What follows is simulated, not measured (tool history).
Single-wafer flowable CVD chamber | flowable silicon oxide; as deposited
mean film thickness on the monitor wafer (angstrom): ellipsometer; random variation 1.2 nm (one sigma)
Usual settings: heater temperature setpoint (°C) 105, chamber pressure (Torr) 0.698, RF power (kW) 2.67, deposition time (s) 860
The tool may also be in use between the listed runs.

run	day	heater temperature setpoint (°C)	chamber pressure (Torr)	RF power (kW)	deposition time (s)	wafers since the last listed run	hours since the last thermocouple change	hours since the last RF generator calibration	hours since the last manometer calibration	hours since the showerhead was replaced	hours since the gauge calibration	read-back reference wafer on the same gauge, thickness_nm	mean film thickness on the monitor wafer (angstrom)
1	0	112	0.698	2.67	860	0	77.1	14.9	1573.9	5547.7	363.2	310.064	2687.23
2	0.338	112	0.698	2.67	860	17	85.2	23	1582	5555.8	371.3	310.362	2674.73
# day 1.142: thermocouple changed; heater temperature recalibrated, repeated, since the last time left the tool worse
3	1.288	105	0.698	2.67	860	32	3.5	45.8	1604.8	5578.6	394.1	310.065	3775.61
4	1.996	96	0.698	2.67	860	37	20.5	62.8	1621.8	5595.6	411.1	310.323	4934.53
5	2.6	105	0.616	2.52	735	32	35	77.3	1636.3	5610.1	425.6	309.941	2808.73
6	3.204	105	0.547	2.285	693	32	49.5	91.8	1650.8	5624.6	440.1	310.125	2325.47
7	3.512	105	0.698	2.67	954	16	56.9	99.2	1658.2	5632	447.5	309.992	4157.02
8	3.858	95	0.817	2.29	1001	18	65.2	107.5	1666.5	5640.3	455.8	310.063	6699.86
9	4.479	105	0.698	2.985	860	32	80.1	122.4	1681.4	5655.2	470.7	310.127	3788.44
10	5.004	120	0.61	2.25	961	27	92.7	135	1694	5667.8	483.3	309.721	2350.14
11	5.45	118	0.698	2.285	860	23	103.4	145.7	1704.7	5678.5	494	309.912	2539.1
# day 5.5: gauge calibrated
12	5.879	105	0.583	2.67	701	22	113.7	156	1715	5688.8	9.1	309.905	2552.4
13	6.383	105	0.587	2.67	860	26	125.8	168.1	1727.1	5700.9	21.2	309.747	3161.36
14	6.871	105	0.698	2.67	860	25	137.5	179.8	1738.8	5712.6	32.9	309.813	3722.08
15	7.375	105	0.698	2.67	1000	26	149.6	191.9	1750.9	5724.7	45	309.698	4339.96
16	7.812	105	0.698	2.67	860	23	160.1	202.4	1761.4	5735.2	55.5	309.917	3729.89
# day 8.538: capacitance manometer re-zeroed and calibrated
17	8.558	105	0.698	2.99	996	21	178	220.3	0.5	5753.1	73.4	310.203	4319.08
# day 9.058: showerhead replaced
18	9.079	93	0.766	2.67	860	9	190.5	232.8	13	0.5	85.9	309.929	5789.66
19	9.1	105	0.698	2.24	918	1	191	233.3	13.5	1	86.4	309.995	3825.47
20	9.767	105	0.698	2.67	860	35	207	249.3	29.5	17	102.4	309.897	3695.72
21	10.679	105	0.698	2.67	860	48	228.9	271.2	51.4	38.9	124.3	309.843	3704.63
22	12.433	93	0.537	2.67	860	92	271	313.3	93.5	81	166.4	309.468	4062.15
23	12.967	100	0.812	3.14	860	28	283.8	326.1	106.3	93.8	179.2	309.849	5008.65
24	13.596	96	0.581	2.425	1007	33	298.9	341.2	121.4	108.9	194.3	309.889	4631.57
25	13.942	105	0.698	2.67	860	18	307.2	349.5	129.7	117.2	202.6	309.822	3677.23
26	14.604	93	0.698	3.105	860	35	323.1	365.4	145.6	133.1	218.5	310.11	5323.61
27	14.879	101	0.698	2.145	732	14	329.7	372	152.2	139.7	225.1	310.325	3362.81

5 ways to go on from here, each from the tool as it stands after run 27. What would each give?
A	14.904	105	0.698	2.67	733	1	330.3	372.6	152.8	140.3	225.7	?	?
B	14.904	92	0.698	3.195	860	1	330.3	372.6	152.8	140.3	225.7	?	?
C	14.904	91	0.764	2.87	860	1	330.3	372.6	152.8	140.3	225.7	?	?
D	14.904	105	0.698	2.67	1011	1	330.3	372.6	152.8	140.3	225.7	?	?
E	14.904	92	0.698	2.67	753	1	330.3	372.6	152.8	140.3	225.7	?	?

run	read-back reference wafer on the same gauge, thickness_nm	mean film thickness on the monitor wafer (angstrom)
A	310.103	3130.92
B	310.103	5471.89
C	310.103	6102.36
D	310.103	4318.36
E	310.103	4703.95
Without the tool's hidden state the same runs would have given:
run	mean film thickness on the monitor wafer (angstrom)
A	3253.55
B	5686.81
C	6343.23
D	4487.5
E	4888.71
